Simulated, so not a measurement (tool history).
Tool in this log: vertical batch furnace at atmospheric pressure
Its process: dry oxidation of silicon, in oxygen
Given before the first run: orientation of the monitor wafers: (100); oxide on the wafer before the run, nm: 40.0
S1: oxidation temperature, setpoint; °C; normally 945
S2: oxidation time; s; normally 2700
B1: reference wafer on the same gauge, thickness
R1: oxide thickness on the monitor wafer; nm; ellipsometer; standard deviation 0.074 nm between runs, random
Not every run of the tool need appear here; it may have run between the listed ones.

{"run": 1, "hour": 0.0, "S1": 945, "S2": 2700, "B1": 51.89, "R1": 49.67}
{"run": 2, "hour": 90.5, "S1": 945, "S2": 2700, "B1": 51.91, "R1": 49.56}
{"run": 3, "hour": 151.5, "S1": 945, "S2": 2700, "B1": 51.89, "R1": 49.6}
{"run": 4, "hour": 251.2, "S1": 945, "S2": 2700, "B1": 51.88, "R1": 49.54}
{"run": 5, "hour": 341.1, "S1": 945, "S2": 2700, "B1": 51.9, "R1": 49.41}
{"run": 6, "hour": 390.8, "S1": 945, "S2": 2700, "B1": 51.89, "R1": 49.58}
{"run": 7, "hour": 436.9, "S1": 945, "S2": 2700, "B1": 51.88, "R1": 49.57}
{"run": 8, "hour": 495.6, "S1": 945, "S2": 2700, "B1": 51.91, "R1": 49.56}
{"run": 9, "hour": 591.9, "S1": 938, "S2": 2700, "B1": 51.9, "R1": 48.65}
{"hour": 668.1, "done": "boat lift adjusted"}
{"run": 10, "hour": 668.6, "S1": 938, "S2": 2700, "B1": 51.88, "R1": 49.05}
{"run": 11, "hour": 720.7, "S1": 938, "S2": 2700, "B1": 51.9, "R1": 49.03}
{"hour": 757.6, "done": "gauge calibrated"}
{"run": 12, "hour": 766.1, "S1": 945, "S2": 2700, "B1": 51.91, "R1": 50.05}
{"run": 13, "hour": 861.9, "S1": 945, "S2": 2700, "B1": 51.88, "R1": 50.01}
{"hour": 954.3, "done": "thermocouples replaced and temperature profile calibrated"}
{"run": 14, "hour": 964.2, "S1": 945, "S2": 3090, "B1": 51.93, "R1": 50.83}
{"run": 15, "hour": 1009.4, "S1": 945, "S2": 3090, "B1": 51.91, "R1": 50.75}

What will run 16 give?
{"run": 16, "hour": 1072.1, "S1": 969, "S2": 2700, "B1": "?", "R1": "?"}

B1: 51.9
R1: 52.76 nm
Had the tool carried no hidden state, the very same run would have given R1 52.89 nm.
